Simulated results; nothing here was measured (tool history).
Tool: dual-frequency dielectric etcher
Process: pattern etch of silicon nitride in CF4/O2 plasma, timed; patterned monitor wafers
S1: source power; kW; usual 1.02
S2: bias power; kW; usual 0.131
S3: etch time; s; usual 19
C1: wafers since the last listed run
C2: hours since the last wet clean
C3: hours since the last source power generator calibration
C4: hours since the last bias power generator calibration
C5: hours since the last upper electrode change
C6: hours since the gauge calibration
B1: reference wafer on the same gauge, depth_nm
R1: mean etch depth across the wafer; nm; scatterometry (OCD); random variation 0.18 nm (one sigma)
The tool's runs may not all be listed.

run 1 hour=0 | S1=1.02 S2=0.131 S3=19 | C1=0 C2=356 C3=2199.5 C4=3288.8 C5=2098.1 C6=93.7 | B1=62.2 | R1=70.3
-- hour=82.7 wet clean of the chamber
run 2 hour=83.2 | S1=0.82 S2=0.131 S3=19 | C1=579 C2=0.5 C3=2282.7 C4=3372 C5=2181.3 C6=176.9 | B1=62.2 | R1=62.5
run 3 hour=100.1 | S1=1.13 S2=0.122 S3=19 | C1=165 C2=17.4 C3=2299.6 C4=3388.9 C5=2198.2 C6=193.8 | B1=62.2 | R1=73.8
run 4 hour=149.6 | S1=1.13 S2=0.122 S3=19 | C1=484 C2=66.9 C3=2349.1 C4=3438.4 C5=2247.7 C6=243.3 | B1=62.2 | R1=73.5
run 5 hour=177.7 | S1=1.13 S2=0.122 S3=19 | C1=274 C2=95 C3=2377.2 C4=3466.5 C5=2275.8 C6=271.4 | B1=62.2 | R1=73.7
run 6 hour=356 | S1=1.02 S2=0.131 S3=19 | C1=1744 C2=273.3 C3=2555.5 C4=3644.8 C5=2454.1 C6=449.7 | B1=62.2 | R1=69.9
run 7 hour=387.9 | S1=1.02 S2=0.131 S3=19 | C1=312 C2=305.2 C3=2587.4 C4=3676.7 C5=2486 C6=481.6 | B1=62.2 | R1=69.9
run 8 hour=453.2 | S1=1.02 S2=0.131 S3=19 | C1=638 C2=370.5 C3=2652.7 C4=3742 C5=2551.3 C6=546.9 | B1=62.2 | R1=69.4
run 9 hour=477.9 | S1=1.02 S2=0.157 S3=20.5 | C1=241 C2=395.2 C3=2677.4 C4=3766.7 C5=2576 C6=571.6 | B1=62.2 | R1=81.1
-- hour=540 wet clean of the chamber
run 10 hour=540.5 | S1=1.02 S2=0.157 S3=20.5 | C1=377 C2=0.5 C3=2740 C4=3829.3 C5=2638.6 C6=634.2 | B1=62.2 | R1=82.9
run 11 hour=595.5 | S1=1.02 S2=0.157 S3=20.5 | C1=538 C2=55.5 C3=2795 C4=3884.3 C5=2693.6 C6=689.2 | B1=62.2 | R1=82.5
run 12 hour=637.7 | S1=1.02 S2=0.131 S3=19 | C1=412 C2=97.7 C3=2837.2 C4=3926.5 C5=2735.8 C6=731.4 | B1=62.2 | R1=70.7
-- hour=766.8 upper electrode replaced
run 13 hour=773.8 | S1=1.14 S2=0.122 S3=15 | C1=1096 C2=233.8 C3=2973.3 C4=4062.6 C5=7 C6=867.5 | B1=62.2 | R1=57.4
-- hour=813.4 gauge calibrated
run 14 hour=827.8 | S1=0.86 S2=0.102 S3=17 | C1=528 C2=287.8 C3=3027.3 C4=4116.6 C5=61 C6=14.4 | B1=62.2 | R1=50
run 15 hour=886.3 | S1=1.02 S2=0.11 S3=19 | C1=572 C2=346.3 C3=3085.8 C4=4175.1 C5=119.5 C6=72.9 | B1=62.2 | R1=64.1
run 16 hour=921.3 | S1=0.93 S2=0.145 S3=24 | C1=342 C2=381.3 C3=3120.8 C4=4210.1 C5=154.5 C6=107.9 | B1=62.2 | R1=86
-- hour=943.5 bias power generator calibrated
-- hour=956.1 wet clean of the chamber
run 17 hour=974.1 | S1=0.79 S2=0.16 S3=23.5 | C1=354 C2=18 C3=3173.6 C4=30.6 C5=207.3 C6=160.7 | B1=62.1 | R1=81.3
run 18 hour=1041.2 | S1=1.22 S2=0.16 S3=21 | C1=656 C2=85.1 C3=3240.7 C4=97.7 C5=274.4 C6=227.8 | B1=62.2 | R1=95
-- hour=1064.9 source power generator calibrated
run 19 hour=1102.1 | S1=0.92 S2=0.131 S3=13.5 | C1=556 C2=146 C3=37.2 C4=158.6 C5=335.3 C6=288.7 | B1=62.2 | R1=48
run 20 hour=1154 | S1=1.25 S2=0.144 S3=21 | C1=507 C2=197.9 C3=89.1 C4=210.5 C5=387.2 C6=340.6 | B1=62.1 | R1=95.1
run 21 hour=1182.8 | S1=1.02 S2=0.131 S3=19 | C1=281 C2=226.7 C3=117.9 C4=239.3 C5=416 C6=369.4 | B1=62.2 | R1=71.8
run 22 hour=1228.8 | S1=0.86 S2=0.102 S3=16.5 | C1=449 C2=272.7 C3=163.9 C4=285.3 C5=462 C6=415.4 | B1=62.2 | R1=50.3
run 23 hour=1280.1 | S1=1.02 S2=0.131 S3=19 | C1=501 C2=324 C3=215.2 C4=336.6 C5=513.3 C6=466.7 | B1=62.2 | R1=71.8
run 24 hour=1333.2 | S1=1.09 S2=0.104 S3=17 | C1=519 C2=377.1 C3=268.3 C4=389.7 C5=566.4 C6=519.8 | B1=62.2 | R1=60.2

3 ways to go on from here, each from the tool as it stands after run 24. What would each give?
run A hour=1333.6 | S1=1.02 S2=0.131 S3=17.5 | C1=3 C2=377.5 C3=268.7 C4=390.1 C5=566.8 C6=520.2 | B1=? | R1=?
run B hour=1333.6 | S1=1.02 S2=0.131 S3=22 | C1=3 C2=377.5 C3=268.7 C4=390.1 C5=566.8 C6=520.2 | B1=? | R1=?
run C hour=1333.6 | S1=0.77 S2=0.103 S3=19 | C1=3 C2=377.5 C3=268.7 C4=390.1 C5=566.8 C6=520.2 | B1=? | R1=?

run=A B1=62.2 R1=65.8
run=B B1=62.2 R1=82.7
run=C B1=62.2 R1=54.1
Without the tool's hidden state the same runs would have given:
run=A R1=67
run=B R1=84.3
run=C R1=55.1
